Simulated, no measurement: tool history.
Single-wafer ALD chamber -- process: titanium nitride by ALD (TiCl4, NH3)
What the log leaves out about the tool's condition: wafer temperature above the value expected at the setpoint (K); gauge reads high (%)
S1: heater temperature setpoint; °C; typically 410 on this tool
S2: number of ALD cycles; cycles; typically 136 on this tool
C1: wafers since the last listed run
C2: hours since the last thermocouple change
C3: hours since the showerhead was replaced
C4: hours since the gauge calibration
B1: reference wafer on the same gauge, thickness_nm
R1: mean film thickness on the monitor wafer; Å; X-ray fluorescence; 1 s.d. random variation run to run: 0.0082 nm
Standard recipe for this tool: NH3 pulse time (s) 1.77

{"run": 1, "day": 0.0, "S1": 410, "S2": 136, "NH3 pulse time (s)": 1.26, "C1": 0, "C2": 2597.5, "C3": 4836.1, "C4": 360, "B1": 2.906, "R1": 32.83}
{"day": 0.925, "done": "gauge calibrated"}
{"run": 2, "day": 1.283, "S1": 410, "S2": 136, "NH3 pulse time (s)": 1.26, "C1": 37, "C2": 2628.3, "C3": 4866.9, "C4": 8.6, "B1": 2.879, "R1": 32.48}
{"run": 3, "day": 2.408, "S1": 410, "S2": 136, "NH3 pulse time (s)": 1.26, "C1": 32, "C2": 2655.3, "C3": 4893.9, "C4": 35.6, "B1": 2.881, "R1": 32.57}
{"run": 4, "day": 3.808, "S1": 410, "S2": 136, "NH3 pulse time (s)": 1.77, "C1": 41, "C2": 2688.9, "C3": 4927.5, "C4": 69.2, "B1": 2.881, "R1": 32.97}
{"run": 5, "day": 5.246, "S1": 410, "S2": 136, "NH3 pulse time (s)": 1.77, "C1": 42, "C2": 2723.4, "C3": 4962, "C4": 103.7, "B1": 2.883, "R1": 32.91}
{"run": 6, "day": 5.917, "S1": 406, "S2": 136, "NH3 pulse time (s)": 1.77, "C1": 19, "C2": 2739.5, "C3": 4978.1, "C4": 119.8, "B1": 2.884, "R1": 32.91}
{"run": 7, "day": 6.617, "S1": 406, "S2": 136, "NH3 pulse time (s)": 1.77, "C1": 20, "C2": 2756.3, "C3": 4994.9, "C4": 136.6, "B1": 2.881, "R1": 32.91}
{"run": 8, "day": 7.754, "S1": 410, "S2": 136, "NH3 pulse time (s)": 1.77, "C1": 33, "C2": 2783.6, "C3": 5022.2, "C4": 163.9, "B1": 2.884, "R1": 33.04}
{"run": 9, "day": 9.175, "S1": 405, "S2": 136, "NH3 pulse time (s)": 1.77, "C1": 41, "C2": 2817.7, "C3": 5056.3, "C4": 198, "B1": 2.888, "R1": 32.96}
{"run": 10, "day": 10.138, "S1": 405, "S2": 136, "NH3 pulse time (s)": 1.77, "C1": 28, "C2": 2840.8, "C3": 5079.4, "C4": 221.1, "B1": 2.891, "R1": 32.95}
{"run": 11, "day": 11.996, "S1": 405, "S2": 136, "NH3 pulse time (s)": 1.77, "C1": 54, "C2": 2885.4, "C3": 5124, "C4": 265.7, "B1": 2.893, "R1": 33.1}
{"run": 12, "day": 12.583, "S1": 399, "S2": 121, "NH3 pulse time (s)": 1.26, "C1": 17, "C2": 2899.5, "C3": 5138.1, "C4": 279.8, "B1": 2.895, "R1": 29.11}
{"run": 13, "day": 13.162, "S1": 410, "S2": 161, "NH3 pulse time (s)": 1.16, "C1": 16, "C2": 2913.4, "C3": 5152, "C4": 293.7, "B1": 2.897, "R1": 38.78}
{"run": 14, "day": 14.129, "S1": 410, "S2": 136, "NH3 pulse time (s)": 1.77, "C1": 28, "C2": 2936.6, "C3": 5175.2, "C4": 316.9, "B1": 2.899, "R1": 33.15}
{"day": 15.467, "done": "thermocouple changed; heater temperature recalibrated"}
{"run": 15, "day": 15.608, "S1": 399, "S2": 136, "NH3 pulse time (s)": 1.77, "C1": 33, "C2": 3.4, "C3": 5210.7, "C4": 352.4, "B1": 2.904, "R1": 33.09}
{"run": 16, "day": 16.508, "S1": 410, "S2": 159, "NH3 pulse time (s)": 1.97, "C1": 26, "C2": 25, "C3": 5232.3, "C4": 374, "B1": 2.909, "R1": 38.91}
{"run": 17, "day": 17.117, "S1": 410, "S2": 136, "NH3 pulse time (s)": 1.77, "C1": 17, "C2": 39.6, "C3": 5246.9, "C4": 388.6, "B1": 2.912, "R1": 33.43}
{"day": 18.35, "done": "showerhead replaced"}
{"run": 18, "day": 18.371, "S1": 418, "S2": 136, "NH3 pulse time (s)": 1.77, "C1": 26, "C2": 69.7, "C3": 0.5, "C4": 418.7, "B1": 2.915, "R1": 33.62}
{"day": 18.608, "done": "gauge calibrated"}
{"run": 19, "day": 19.408, "S1": 410, "S2": 136, "NH3 pulse time (s)": 1.77, "C1": 30, "C2": 94.6, "C3": 25.4, "C4": 19.2, "B1": 2.88, "R1": 32.88}
{"run": 20, "day": 20.096, "S1": 398, "S2": 111, "NH3 pulse time (s)": 1.58, "C1": 20, "C2": 111.1, "C3": 41.9, "C4": 35.7, "B1": 2.881, "R1": 26.65}
{"run": 21, "day": 23.504, "S1": 422, "S2": 136, "NH3 pulse time (s)": 1.98, "C1": 99, "C2": 192.9, "C3": 123.7, "C4": 117.5, "B1": 2.884, "R1": 33.13}
{"run": 22, "day": 24.504, "S1": 410, "S2": 149, "NH3 pulse time (s)": 1.45, "C1": 29, "C2": 216.9, "C3": 147.7, "C4": 141.5, "B1": 2.885, "R1": 35.92}

What was the tool's hidden state at every run in the log?
wafer temperature above the value expected at the setpoint (K): 0, the same for each run
H1: gauge reads high (%)
run=1 H1=0.891
run=2 H1=0.0165
run=3 H1=0.0244
run=4 H1=0.0478
run=5 H1=0.0875
run=6 H1=0.111
run=7 H1=0.14
run=8 H1=0.195
run=9 H1=0.277
run=10 H1=0.341
run=11 H1=0.485
run=12 H1=0.536
run=13 H1=0.589
run=14 H1=0.684
run=15 H1=0.842
run=16 H1=0.946
run=17 H1=1.02
run=18 H1=1.18
run=19 H1=0.0312
run=20 H1=0.0372
run=21 H1=0.12
run=22 H1=0.162

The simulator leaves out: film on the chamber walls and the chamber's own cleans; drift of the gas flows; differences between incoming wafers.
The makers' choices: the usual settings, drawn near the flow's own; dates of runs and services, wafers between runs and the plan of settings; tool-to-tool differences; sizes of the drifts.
